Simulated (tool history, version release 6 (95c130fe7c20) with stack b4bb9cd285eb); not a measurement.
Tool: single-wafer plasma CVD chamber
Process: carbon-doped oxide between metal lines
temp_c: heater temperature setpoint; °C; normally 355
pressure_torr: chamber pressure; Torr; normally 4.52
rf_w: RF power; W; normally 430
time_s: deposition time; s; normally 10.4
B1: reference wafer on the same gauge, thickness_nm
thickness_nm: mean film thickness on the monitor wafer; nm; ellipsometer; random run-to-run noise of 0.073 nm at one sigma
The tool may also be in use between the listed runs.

{"run": 1, "hour": 0.0, "temp_c": 355, "pressure_torr": 4.52, "rf_w": 430, "time_s": 10.4, "B1": 39.096, "thickness_nm": 48.637}
{"run": 2, "hour": 11.6, "temp_c": 355, "pressure_torr": 4.52, "rf_w": 430, "time_s": 10.4, "B1": 39.104, "thickness_nm": 48.797}
{"run": 3, "hour": 24.8, "temp_c": 355, "pressure_torr": 4.52, "rf_w": 430, "time_s": 10.4, "B1": 39.099, "thickness_nm": 48.792}
{"run": 4, "hour": 53.5, "temp_c": 355, "pressure_torr": 4.52, "rf_w": 430, "time_s": 10.4, "B1": 39.101, "thickness_nm": 48.744}
{"run": 5, "hour": 70.3, "temp_c": 355, "pressure_torr": 4.52, "rf_w": 430, "time_s": 10.4, "B1": 39.097, "thickness_nm": 48.614}
{"run": 6, "hour": 80.8, "temp_c": 355, "pressure_torr": 4.52, "rf_w": 430, "time_s": 10.4, "B1": 39.1, "thickness_nm": 48.69}
{"run": 7, "hour": 96.1, "temp_c": 355, "pressure_torr": 4.52, "rf_w": 430, "time_s": 10.4, "B1": 39.105, "thickness_nm": 48.784}

Expected results for the next run?
{"hour": 96.7, "done": "gauge calibrated"}
{"run": 8, "hour": 103.3, "temp_c": 355, "pressure_torr": 4.15, "rf_w": 430, "time_s": 9.6, "B1": "?", "thickness_nm": "?"}

{"run 8": {"B1": 39.105, "thickness_nm": 44.36}}
On a tool with no hidden condition, and with the same random variation, this run would have come out at thickness_nm 44.36 nm.
